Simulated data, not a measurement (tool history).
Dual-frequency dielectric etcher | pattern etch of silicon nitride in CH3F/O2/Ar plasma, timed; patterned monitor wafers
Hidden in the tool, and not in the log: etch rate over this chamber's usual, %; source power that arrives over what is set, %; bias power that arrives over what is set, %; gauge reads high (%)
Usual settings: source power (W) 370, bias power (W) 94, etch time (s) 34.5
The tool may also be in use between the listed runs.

run    hour  source power (W)  bias power (W)  etch time (s)  wafers since the last listed run  hours since the last wet clean  hours since the last source power generator calibration  hours since the last bias power generator calibration  hours since the last upper electrode change  hours since the gauge calibration  read-back reference wafer on the same gauge, depth_nm  mean etch depth across the wafer (angstrom)
  1     0.0               420              94           34.5                                 0                            20.5                                                   1171.4                                                 1627.2                                       1524.3                             2327.7                                                  18.86                                        243.8
  2    97.5               370              94           34.5                               926                           118.0                                                   1268.9                                                 1724.7                                       1621.8                             2425.2                                                  18.80                                        226.0
  3   150.3               370              94           34.5                               501                           170.8                                                   1321.7                                                 1777.5                                       1674.6                             2478.0                                                  18.81                                        226.6
  4   254.6               370              94           34.5                               991                           275.1                                                   1426.0                                                 1881.8                                       1778.9                             2582.3                                                  18.81                                        225.6
  5   345.3               370              94           34.5                               862                           365.8                                                   1516.7                                                 1972.5                                       1869.6                             2673.0                                                  18.81                                        227.8
  6   431.3               370              94           34.5                               817                           451.8                                                   1602.7                                                 2058.5                                       1955.6                             2759.0                                                  18.79                                        227.9
  7   512.8               370              94           34.5                               774                           533.3                                                   1684.2                                                 2140.0                                       2037.1                             2840.5                                                  18.76                                        228.3
  8   597.2               370              94           34.5                               802                           617.7                                                   1768.6                                                 2224.4                                       2121.5                             2924.9                                                  18.76                                        226.8
  9   634.8               390              94           24.5                               357                           655.3                                                   1806.2                                                 2262.0                                       2159.1                             2962.5                                                  18.78                                        164.9
      687.8  -- wet clean of the chamber
 10   688.3               370              94           32.0                               280                             0.5                                                   1859.7                                                 2315.5                                       2212.6                             3016.0                                                  18.77                                        207.2
 11   721.1               370              94           34.5                               311                            33.3                                                   1892.5                                                 2348.3                                       2245.4                             3048.8                                                  18.74                                        223.7
 12   771.8               290             115           34.5                               481                            84.0                                                   1943.2                                                 2399.0                                       2296.1                             3099.5                                                  18.76                                        214.5
 13   874.5               330             116           34.5                               976                           186.7                                                   2045.9                                                 2501.7                                       2398.8                             3202.2                                                  18.71                                        230.7
 14   979.1               300              87           38.5                               994                           291.3                                                   2150.5                                                 2606.3                                       2503.4                             3306.8                                                  18.74                                        217.3
     1029.5  -- bias power generator calibrated
 15  1034.1               370              94           34.5                               484                           346.3                                                   2205.5                                                    4.6                                       2558.4                             3361.8                                                  18.73                                        228.8
     1337.5  -- wet clean of the chamber
 16  1338.0               370              94           34.5                              2660                             0.5                                                   2509.4                                                  308.5                                       2862.3                             3665.7                                                  18.70                                        225.0
     1363.1  -- upper electrode replaced
     1401.2  -- source power generator calibrated
 17  1417.1               440              94           27.5                               485                            79.6                                                     15.9                                                  387.6                                         54.0                             3744.8                                                  18.70                                        195.3
     1418.2  -- gauge calibrated
 18  1456.0               440              74           38.5                               369                           118.5                                                     54.8                                                  426.5                                         92.9                               37.8                                                  20.22                                        274.0
 19  1509.1               370              94           25.0                               504                           171.6                                                    107.9                                                  479.6                                        146.0                               90.9                                                  20.13                                        175.5
 20  1616.6               370              94           30.0                              1021                           279.1                                                    215.4                                                  587.1                                        253.5                              198.4                                                  19.99                                        208.7
 21  1694.7               370              94           34.5                               742                           357.2                                                    293.5                                                  665.2                                        331.6                              276.5                                                  19.93                                        239.1
 22  1733.6               370              94           34.5                               369                           396.1                                                    332.4                                                  704.1                                        370.5                              315.4                                                  19.87                                        238.8
 23  2033.6               440              94           43.0                              2851                           696.1                                                    632.4                                                 1004.1                                        670.5                              615.4                                                  19.58                                        321.5
     2078.0  -- wet clean of the chamber
 24  2102.8               370              94           34.5                               429                            24.8                                                    701.6                                                 1073.3                                        739.7                              684.6                                                  19.57                                        235.3
 25  2185.8               370              94           34.5                               788                           107.8                                                    784.6                                                 1156.3                                        822.7                              767.6                                                  19.49                                        236.0
 26  2251.2               320              74           25.0                               621                           173.2                                                    850.0                                                 1221.7                                        888.1                              833.0                                                  19.43                                        143.7
 27  2342.9               370              94           30.0                               871                           264.9                                                    941.7                                                 1313.4                                        979.8                              924.7                                                  19.36                                        204.8
 28  2450.7               370              94           38.0                              1024                           372.7                                                   1049.5                                                 1421.2                                       1087.6                             1032.5                                                  19.31                                        255.4

5 ways to go on from here, each from the tool as it stands after run 28. What would each give?
  A  2451.1               370              94           34.5                                 3                           373.1                                                   1049.9                                                 1421.6                                       1088.0                             1032.9                                                      ?                                            ?
  B  2451.1               370              88           30.5                                 3                           373.1                                                   1049.9                                                 1421.6                                       1088.0                             1032.9                                                      ?                                            ?
  C  2451.1               430              80           34.5                                 3                           373.1                                                   1049.9                                                 1421.6                                       1088.0                             1032.9                                                      ?                                            ?
  D  2451.1               300              94           34.5                                 3                           373.1                                                   1049.9                                                 1421.6                                       1088.0                             1032.9                                                      ?                                            ?
  E  2451.1               280              72           34.5                                 3                           373.1                                                   1049.9                                                 1421.6                                       1088.0                             1032.9                                                      ?                                            ?

run  read-back reference wafer on the same gauge, depth_nm  mean etch depth across the wafer (angstrom)
  A                                                  19.32                                        231.5
  B                                                  19.32                                        200.0
  C                                                  19.32                                        235.7
  D                                                  19.32                                        207.7
  E                                                  19.32                                        181.9
Without the tool's hidden state the same runs would have given:
run  mean etch depth across the wafer (angstrom)
  A                                        243.3
  B                                        210.1
  C                                        247.6
  D                                        218.2
  E                                        191.2

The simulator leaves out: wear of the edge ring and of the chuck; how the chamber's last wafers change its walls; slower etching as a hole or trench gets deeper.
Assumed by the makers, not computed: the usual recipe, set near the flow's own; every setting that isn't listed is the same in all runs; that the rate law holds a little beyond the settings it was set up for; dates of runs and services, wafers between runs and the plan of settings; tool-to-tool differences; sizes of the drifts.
